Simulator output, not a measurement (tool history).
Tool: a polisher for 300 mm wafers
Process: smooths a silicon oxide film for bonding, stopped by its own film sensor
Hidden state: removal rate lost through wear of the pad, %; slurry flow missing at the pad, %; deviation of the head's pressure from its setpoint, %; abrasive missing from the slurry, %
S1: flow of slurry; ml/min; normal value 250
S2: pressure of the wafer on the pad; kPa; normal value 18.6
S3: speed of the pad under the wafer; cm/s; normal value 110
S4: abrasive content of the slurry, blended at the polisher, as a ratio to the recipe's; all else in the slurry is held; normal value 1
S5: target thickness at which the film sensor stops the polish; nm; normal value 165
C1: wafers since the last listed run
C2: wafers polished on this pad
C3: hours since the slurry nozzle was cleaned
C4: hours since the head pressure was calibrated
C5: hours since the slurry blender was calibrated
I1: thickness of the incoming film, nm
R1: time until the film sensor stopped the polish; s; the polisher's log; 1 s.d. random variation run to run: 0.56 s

run 1 day=0 | S1=250 S2=18.6 S3=110 S4=1 S5=165 | C1=0 C2=1717 C3=435.4 C4=358.5 C5=213.4 | I1=212.1 | R1=45.1
run 2 day=1.417 | S1=250 S2=18.6 S3=110 S4=1 S5=165 | C1=482 C2=2199 C3=469.4 C4=392.5 C5=247.4 | I1=208.8 | R1=44.4
-- day=2.767 worn pad replaced by a new one
run 3 day=4.258 | S1=250 S2=18.6 S3=110 S4=1 S5=165 | C1=911 C2=507 C3=537.6 C4=460.7 C5=315.6 | I1=208.1 | R1=43.7
-- day=5.6 slurry nozzle cleaned
run 4 day=5.829 | S1=210 S2=18.6 S3=110 S4=1 S5=165 | C1=520 C2=1028 C3=5.5 C4=498.4 C5=353.3 | I1=210.5 | R1=43.3
-- day=7.25 slurry blender recalibrated
run 5 day=7.379 | S1=250 S2=18.6 S3=110 S4=1 S5=165 | C1=499 C2=1528 C3=42.7 C4=535.6 C5=3.1 | I1=209 | R1=40
run 6 day=8.45 | S1=250 S2=18.6 S3=110 S4=1 S5=165 | C1=364 C2=1892 C3=68.4 C4=561.3 C5=28.8 | I1=211.3 | R1=43.5
run 7 day=9.533 | S1=250 S2=18.6 S3=110 S4=1.1 S5=152 | C1=368 C2=2261 C3=94.4 C4=587.3 C5=54.8 | I1=211.1 | R1=52.4
-- day=10.029 worn pad replaced by a new one
run 8 day=10.738 | S1=250 S2=18.6 S3=110 S4=1.1 S5=152 | C1=353 C2=241 C3=123.3 C4=616.2 C5=83.7 | I1=210.4 | R1=52.4
run 9 day=12.712 | S1=250 S2=18.6 S3=110 S4=1.1 S5=152 | C1=672 C2=913 C3=170.7 C4=663.6 C5=131.1 | I1=212.5 | R1=56.4
run 10 day=13.917 | S1=250 S2=18.6 S3=110 S4=1 S5=160 | C1=410 C2=1323 C3=199.6 C4=692.5 C5=160 | I1=210.8 | R1=47.8
run 11 day=15.129 | S1=250 S2=20.7 S3=126 S4=0.8 S5=176 | C1=412 C2=1736 C3=228.7 C4=721.6 C5=189.1 | I1=207 | R1=27.2
run 12 day=17.125 | S1=250 S2=18.6 S3=110 S4=1 S5=172 | C1=679 C2=2416 C3=276.6 C4=769.5 C5=237 | I1=211.9 | R1=38.6
-- day=18.621 worn pad replaced by a new one
-- day=19.104 head pressure recalibrated
run 13 day=25.296 | S1=285 S2=24.1 S3=110 S4=1 S5=165 | C1=2697 C2=2245 C3=472.7 C4=148.6 C5=433.1 | I1=213.7 | R1=39.4
-- day=25.4 slurry blender recalibrated
-- day=27.033 worn pad replaced by a new one
run 14 day=28.054 | S1=250 S2=18.6 S3=122 S4=1 S5=170 | C1=854 C2=347 C3=538.9 C4=214.8 C5=63.7 | I1=209.3 | R1=36.5
-- day=29.071 slurry nozzle cleaned
run 15 day=29.95 | S1=250 S2=18.6 S3=110 S4=1 S5=165 | C1=631 C2=979 C3=21.1 C4=260.3 C5=109.2 | I1=208.5 | R1=40.1
run 16 day=32.312 | S1=250 S2=18.6 S3=144 S4=0.8 S5=165 | C1=804 C2=1783 C3=77.8 C4=317 C5=165.9 | I1=209.7 | R1=35.8
run 17 day=33.696 | S1=250 S2=18.6 S3=110 S4=1 S5=165 | C1=471 C2=2254 C3=111 C4=350.2 C5=199.1 | I1=207.9 | R1=40.1
run 18 day=34.783 | S1=250 S2=18.6 S3=110 S4=1 S5=165 | C1=370 C2=2625 C3=137.1 C4=376.3 C5=225.2 | I1=212.5 | R1=44.3
-- day=35.346 worn pad replaced by a new one
run 19 day=36.546 | S1=195 S2=14.5 S3=88 S4=1 S5=165 | C1=543 C2=408 C3=179.4 C4=418.6 C5=267.5 | I1=210.6 | R1=61
run 20 day=37.65 | S1=250 S2=23.4 S3=110 S4=0.9 S5=165 | C1=376 C2=784 C3=205.9 C4=445.1 C5=294 | I1=212.7 | R1=40.5
run 21 day=39.133 | S1=250 S2=18.6 S3=144 S4=1.1 S5=165 | C1=505 C2=1289 C3=241.5 C4=480.7 C5=329.6 | I1=210.8 | R1=34.9

Forecast each of these 4 alternatives for the next run:
run A day=39.15 | S1=250 S2=18.6 S3=110 S4=0.8 S5=165 | C1=5 C2=1295 C3=241.9 C4=481.1 C5=330 | I1=210.4 | R1=?
run B day=39.15 | S1=225 S2=18.6 S3=110 S4=1 S5=178 | C1=5 C2=1295 C3=241.9 C4=481.1 C5=330 | I1=210.4 | R1=?
run C day=39.15 | S1=250 S2=15.9 S3=110 S4=1.15 S5=157 | C1=5 C2=1295 C3=241.9 C4=481.1 C5=330 | I1=210.4 | R1=?
run D day=39.15 | S1=250 S2=18.6 S3=110 S4=1.25 S5=176 | C1=5 C2=1295 C3=241.9 C4=481.1 C5=330 | I1=210.4 | R1=?

run=A R1=47.4
run=B R1=31.6
run=C R1=53.6
run=D R1=30.5
With the hidden condition removed and each run's random variation left untouched, the same runs would have given:
run=A R1=46
run=B R1=30.6
run=C R1=52
run=D R1=29.6
